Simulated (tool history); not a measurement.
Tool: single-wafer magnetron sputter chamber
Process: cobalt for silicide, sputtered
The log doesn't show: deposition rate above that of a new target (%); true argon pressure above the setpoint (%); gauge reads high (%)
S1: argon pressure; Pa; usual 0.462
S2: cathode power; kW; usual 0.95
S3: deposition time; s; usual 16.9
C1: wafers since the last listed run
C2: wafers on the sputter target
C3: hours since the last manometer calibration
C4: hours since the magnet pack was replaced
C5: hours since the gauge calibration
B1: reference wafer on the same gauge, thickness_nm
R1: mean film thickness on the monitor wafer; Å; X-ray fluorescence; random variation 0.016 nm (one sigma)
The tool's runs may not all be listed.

{"run": 1, "hour": 0.0, "S1": 0.409, "S2": 0.9, "S3": 16.9, "C1": 0, "C2": 8091, "C3": 303.8, "C4": 12463.7, "C5": 250.2, "B1": 7.67, "R1": 73.78}
{"hour": 31.7, "done": "sputter target and shields replaced"}
{"run": 2, "hour": 169.3, "S1": 0.409, "S2": 0.9, "S3": 16.9, "C1": 4335, "C2": 3699, "C3": 473.1, "C4": 12633, "C5": 419.5, "B1": 7.668, "R1": 74.07}
{"run": 3, "hour": 194.2, "S1": 0.462, "S2": 1.1, "S3": 16.9, "C1": 669, "C2": 4369, "C3": 498, "C4": 12657.9, "C5": 444.4, "B1": 7.672, "R1": 85.38}
{"run": 4, "hour": 229.0, "S1": 0.537, "S2": 0.95, "S3": 16.9, "C1": 935, "C2": 5304, "C3": 532.8, "C4": 12692.7, "C5": 479.2, "B1": 7.668, "R1": 73.72}
{"run": 5, "hour": 296.6, "S1": 0.537, "S2": 0.95, "S3": 16.9, "C1": 1816, "C2": 7121, "C3": 600.4, "C4": 12760.3, "C5": 546.8, "B1": 7.67, "R1": 73.76}
{"run": 6, "hour": 332.7, "S1": 0.537, "S2": 0.95, "S3": 16.9, "C1": 970, "C2": 8091, "C3": 636.5, "C4": 12796.4, "C5": 582.9, "B1": 7.67, "R1": 73.7}
{"hour": 351.0, "done": "sputter target and shields replaced"}
{"run": 7, "hour": 390.6, "S1": 0.462, "S2": 0.95, "S3": 16.9, "C1": 1341, "C2": 1063, "C3": 694.4, "C4": 12854.3, "C5": 640.8, "B1": 7.671, "R1": 76.38}
{"hour": 412.7, "done": "magnet pack replaced"}
{"run": 8, "hour": 427.8, "S1": 0.462, "S2": 0.95, "S3": 16.9, "C1": 784, "C2": 1848, "C3": 731.6, "C4": 15.1, "C5": 678, "B1": 7.669, "R1": 76.13}
{"run": 9, "hour": 453.2, "S1": 0.462, "S2": 0.95, "S3": 16.9, "C1": 682, "C2": 2531, "C3": 757, "C4": 40.5, "C5": 703.4, "B1": 7.669, "R1": 76.04}
{"run": 10, "hour": 506.8, "S1": 0.462, "S2": 0.95, "S3": 16.9, "C1": 1440, "C2": 3971, "C3": 810.6, "C4": 94.1, "C5": 757, "B1": 7.669, "R1": 75.98}
{"run": 11, "hour": 576.9, "S1": 0.462, "S2": 0.95, "S3": 16.9, "C1": 1884, "C2": 5856, "C3": 880.7, "C4": 164.2, "C5": 827.1, "B1": 7.668, "R1": 75.74}
{"run": 12, "hour": 605.2, "S1": 0.605, "S2": 0.95, "S3": 14.8, "C1": 760, "C2": 6616, "C3": 909, "C4": 192.5, "C5": 855.4, "B1": 7.668, "R1": 62.84}
{"hour": 626.2, "done": "sputter target and shields replaced"}
{"run": 13, "hour": 638.9, "S1": 0.553, "S2": 1.1, "S3": 15.7, "C1": 690, "C2": 341, "C3": 942.7, "C4": 226.2, "C5": 889.1, "B1": 7.668, "R1": 77.38}
{"run": 14, "hour": 707.2, "S1": 0.462, "S2": 0.95, "S3": 16.9, "C1": 1835, "C2": 2177, "C3": 1011, "C4": 294.5, "C5": 957.4, "B1": 7.667, "R1": 76.37}
{"run": 15, "hour": 738.1, "S1": 0.462, "S2": 1.05, "S3": 16.9, "C1": 830, "C2": 3008, "C3": 1041.9, "C4": 325.4, "C5": 988.3, "B1": 7.669, "R1": 82.22}
{"run": 16, "hour": 799.3, "S1": 0.567, "S2": 0.95, "S3": 18.4, "C1": 1644, "C2": 4653, "C3": 1103.1, "C4": 386.6, "C5": 1049.5, "B1": 7.666, "R1": 79.7}
{"hour": 844.4, "done": "gauge calibrated"}
{"hour": 856.0, "done": "capacitance manometer re-zeroed and calibrated"}
{"run": 17, "hour": 856.5, "S1": 0.462, "S2": 0.95, "S3": 16.9, "C1": 1322, "C2": 5975, "C3": 0.5, "C4": 443.8, "C5": 12.1, "B1": 7.666, "R1": 75.45}
{"run": 18, "hour": 874.8, "S1": 0.462, "S2": 0.95, "S3": 16.9, "C1": 491, "C2": 6467, "C3": 18.8, "C4": 462.1, "C5": 30.4, "B1": 7.673, "R1": 75.59}
{"hour": 885.3, "done": "sputter target and shields replaced"}
{"run": 19, "hour": 908.9, "S1": 0.462, "S2": 0.95, "S3": 20, "C1": 701, "C2": 635, "C3": 52.9, "C4": 496.2, "C5": 64.5, "B1": 7.669, "R1": 90.89}
{"run": 20, "hour": 977.9, "S1": 0.462, "S2": 0.75, "S3": 16.9, "C1": 1854, "C2": 2490, "C3": 121.9, "C4": 565.2, "C5": 133.5, "B1": 7.671, "R1": 63.96}
{"run": 21, "hour": 1023.2, "S1": 0.462, "S2": 0.95, "S3": 16.9, "C1": 1217, "C2": 3707, "C3": 167.2, "C4": 610.5, "C5": 178.8, "B1": 7.67, "R1": 76.07}
{"run": 22, "hour": 1051.2, "S1": 0.6, "S2": 0.7, "S3": 15.5, "C1": 752, "C2": 4460, "C3": 195.2, "C4": 638.5, "C5": 206.8, "B1": 7.671, "R1": 53.31}
{"run": 23, "hour": 1113.8, "S1": 0.346, "S2": 0.95, "S3": 18.1, "C1": 1682, "C2": 6143, "C3": 257.8, "C4": 701.1, "C5": 269.4, "B1": 7.669, "R1": 84.42}

5 ways to go on from here, each from the tool as it stands after run 23. What would each give?
{"run": "A", "hour": 1114.2, "S1": 0.338, "S2": 0.95, "S3": 16.9, "C1": 10, "C2": 6153, "C3": 258.2, "C4": 701.5, "C5": 269.8, "B1": "?", "R1": "?"}
{"run": "B", "hour": 1114.2, "S1": 0.318, "S2": 0.95, "S3": 13.9, "C1": 10, "C2": 6153, "C3": 258.2, "C4": 701.5, "C5": 269.8, "B1": "?", "R1": "?"}
{"run": "C", "hour": 1114.2, "S1": 0.306, "S2": 0.95, "S3": 16.9, "C1": 10, "C2": 6153, "C3": 258.2, "C4": 701.5, "C5": 269.8, "B1": "?", "R1": "?"}
{"run": "D", "hour": 1114.2, "S1": 0.462, "S2": 0.95, "S3": 17.8, "C1": 10, "C2": 6153, "C3": 258.2, "C4": 701.5, "C5": 269.8, "B1": "?", "R1": "?"}
{"run": "E", "hour": 1114.2, "S1": 0.368, "S2": 0.85, "S3": 19.9, "C1": 10, "C2": 6153, "C3": 258.2, "C4": 701.5, "C5": 269.8, "B1": "?", "R1": "?"}

run=A B1=7.674 R1=78.85
run=B B1=7.674 R1=65.31
run=C B1=7.674 R1=79.73
run=D B1=7.674 R1=79.59
run=E B1=7.674 R1=84.53
Without the tool's hidden state the same runs would have given:
run=A R1=79.74
run=B R1=66.04
run=C R1=80.63
run=D R1=80.49
run=E R1=85.49

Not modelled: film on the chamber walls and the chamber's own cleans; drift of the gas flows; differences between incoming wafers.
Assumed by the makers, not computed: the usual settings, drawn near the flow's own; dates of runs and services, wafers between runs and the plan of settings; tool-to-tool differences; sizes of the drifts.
